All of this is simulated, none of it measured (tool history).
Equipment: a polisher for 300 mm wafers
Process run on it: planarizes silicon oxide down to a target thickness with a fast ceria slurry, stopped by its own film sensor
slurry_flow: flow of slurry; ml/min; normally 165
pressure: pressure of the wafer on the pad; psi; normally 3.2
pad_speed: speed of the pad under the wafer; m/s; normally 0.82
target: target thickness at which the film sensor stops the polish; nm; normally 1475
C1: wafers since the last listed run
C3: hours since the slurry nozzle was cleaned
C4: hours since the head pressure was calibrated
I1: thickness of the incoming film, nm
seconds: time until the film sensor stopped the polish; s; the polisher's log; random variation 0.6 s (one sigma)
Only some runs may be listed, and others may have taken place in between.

run 1 hour=0 | slurry_flow=165 pressure=3.2 pad_speed=0.82 target=1475 | C1=0 wafers_polished_on_this_pad=1035 C3=283.5 C4=811.6 | I1=2301.8 | seconds=56.5
-- hour=31.4 worn pad replaced by a new one
run 2 hour=31.9 | slurry_flow=165 pressure=3.2 pad_speed=0.82 target=1475 | C1=263 wafers_polished_on_this_pad=4 C3=315.4 C4=843.5 | I1=2327.9 | seconds=52.8
run 3 hour=53.4 | slurry_flow=165 pressure=3.2 pad_speed=0.82 target=1475 | C1=202 wafers_polished_on_this_pad=207 C3=336.9 C4=865 | I1=2314.2 | seconds=53.3
run 4 hour=69.2 | slurry_flow=165 pressure=3.2 pad_speed=0.82 target=1475 | C1=149 wafers_polished_on_this_pad=356 C3=352.7 C4=880.8 | I1=2339.6 | seconds=56.6
run 5 hour=86.2 | slurry_flow=165 pressure=3.2 pad_speed=0.82 target=1475 | C1=160 wafers_polished_on_this_pad=516 C3=369.7 C4=897.8 | I1=2308.5 | seconds=54.2
run 6 hour=104.6 | slurry_flow=165 pressure=3.2 pad_speed=0.82 target=1475 | C1=173 wafers_polished_on_this_pad=690 C3=388.1 C4=916.2 | I1=2329.6 | seconds=57.4
run 7 hour=117.9 | slurry_flow=165 pressure=3.2 pad_speed=0.82 target=1475 | C1=125 wafers_polished_on_this_pad=815 C3=401.4 C4=929.5 | I1=2333.9 | seconds=57
run 8 hour=146.6 | slurry_flow=140 pressure=3.2 pad_speed=0.82 target=1475 | C1=270 wafers_polished_on_this_pad=1086 C3=430.1 C4=958.2 | I1=2327.7 | seconds=59.9
run 9 hour=167.5 | slurry_flow=165 pressure=3.2 pad_speed=0.82 target=1475 | C1=197 wafers_polished_on_this_pad=1283 C3=451 C4=979.1 | I1=2296.4 | seconds=55.9
-- hour=180.7 worn pad replaced by a new one
run 10 hour=188.3 | slurry_flow=125 pressure=3.5 pad_speed=1.06 target=1322 | C1=158 wafers_polished_on_this_pad=71 C3=471.8 C4=999.9 | I1=2329.8 | seconds=46.8
-- hour=207.9 slurry nozzle cleaned
run 11 hour=209.7 | slurry_flow=115 pressure=2.5 pad_speed=0.58 target=1256 | C1=192 wafers_polished_on_this_pad=263 C3=1.8 C4=1021.3 | I1=2345.5 | seconds=127.8
-- hour=237 head pressure recalibrated
run 12 hour=243.4 | slurry_flow=145 pressure=2.3 pad_speed=0.92 target=1695 | C1=298 wafers_polished_on_this_pad=562 C3=35.5 C4=6.4 | I1=2328.7 | seconds=49.4
run 13 hour=278.1 | slurry_flow=200 pressure=3.2 pad_speed=0.98 target=1475 | C1=327 wafers_polished_on_this_pad=890 C3=70.2 C4=41.1 | I1=2359.8 | seconds=45.5
run 14 hour=309.5 | slurry_flow=190 pressure=2.2 pad_speed=0.68 target=1475 | C1=296 wafers_polished_on_this_pad=1186 C3=101.6 C4=72.5 | I1=2300.9 | seconds=93.3
run 15 hour=321.6 | slurry_flow=165 pressure=3.2 pad_speed=0.6 target=1374 | C1=114 wafers_polished_on_this_pad=1300 C3=113.7 C4=84.6 | I1=2352.3 | seconds=90.3
run 16 hour=338.2 | slurry_flow=165 pressure=3.2 pad_speed=0.82 target=1475 | C1=156 wafers_polished_on_this_pad=1456 C3=130.3 C4=101.2 | I1=2284.2 | seconds=53
-- hour=356.2 worn pad replaced by a new one
run 17 hour=356.7 | slurry_flow=165 pressure=2.5 pad_speed=0.82 target=1475 | C1=136 wafers_polished_on_this_pad=4 C3=148.8 C4=119.7 | I1=2307 | seconds=62.9
run 18 hour=371.3 | slurry_flow=165 pressure=2.5 pad_speed=0.82 target=1475 | C1=137 wafers_polished_on_this_pad=142 C3=163.4 C4=134.3 | I1=2350.5 | seconds=67.6

Each row is a separate what-if for the run after 18, all from the same tool condition, not one after another. Results?
run A hour=371.7 | slurry_flow=165 pressure=4.2 pad_speed=0.82 target=1475 | C1=3 wafers_polished_on_this_pad=146 C3=163.8 C4=134.7 | I1=2375.3 | seconds=?
run B hour=371.7 | slurry_flow=165 pressure=3.2 pad_speed=0.82 target=1340 | C1=3 wafers_polished_on_this_pad=146 C3=163.8 C4=134.7 | I1=2375.3 | seconds=?
run C hour=371.7 | slurry_flow=210 pressure=2.6 pad_speed=0.82 target=1475 | C1=3 wafers_polished_on_this_pad=146 C3=163.8 C4=134.7 | I1=2375.3 | seconds=?
run D hour=371.7 | slurry_flow=135 pressure=3.2 pad_speed=0.58 target=1475 | C1=3 wafers_polished_on_this_pad=146 C3=163.8 C4=134.7 | I1=2375.3 | seconds=?

run=A seconds=42.1
run=B seconds=63.6
run=C seconds=65
run=D seconds=81.8
Stripped of hidden state, with their random variation kept, the same runs would have yielded:
run=A seconds=37.8
run=B seconds=57
run=C seconds=59.1
run=D seconds=72.4

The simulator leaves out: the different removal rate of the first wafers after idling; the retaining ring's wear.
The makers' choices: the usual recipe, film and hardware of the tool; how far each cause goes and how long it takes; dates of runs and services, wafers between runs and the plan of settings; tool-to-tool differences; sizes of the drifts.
